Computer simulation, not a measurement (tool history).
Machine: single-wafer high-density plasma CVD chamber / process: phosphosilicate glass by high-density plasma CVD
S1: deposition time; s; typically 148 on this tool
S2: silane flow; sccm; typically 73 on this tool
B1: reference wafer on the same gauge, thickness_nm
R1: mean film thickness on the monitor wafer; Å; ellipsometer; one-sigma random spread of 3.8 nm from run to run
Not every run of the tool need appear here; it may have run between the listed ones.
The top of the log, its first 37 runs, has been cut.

run	hour	S1	S2	B1	R1
38	489.4	148	73	1118.755	10712.51
39	506.6	123	88	1119.610	10578.77
40	515.0	162	77	1119.943	12379.65
41	531.6	128	81	1121.528	10204.67
42	540.8	121	79	1120.278	9378.45
43	548.8	136	85	1121.721	11225.23
44	557.2	168	68	1120.070	11407.51
45	571.9	148	73	1119.743	10758.79
46	585.3	148	73	1118.676	10716.82

4 options for the next run, each taken on its own from the tool as it stands now. Forecast them:
A	585.7	128	73	?	?
B	585.7	168	66	?	?
C	585.7	177	73	?	?
D	585.7	157	73	?	?

run	B1	R1
A	1120.387	9314.41
B	1120.387	11169.64
C	1120.387	12880.08
D	1120.387	11424.71
With no hidden state in the tool, these same runs would have given:
run	R1
A	9201.74
B	11034.53
C	12724.28
D	11286.51

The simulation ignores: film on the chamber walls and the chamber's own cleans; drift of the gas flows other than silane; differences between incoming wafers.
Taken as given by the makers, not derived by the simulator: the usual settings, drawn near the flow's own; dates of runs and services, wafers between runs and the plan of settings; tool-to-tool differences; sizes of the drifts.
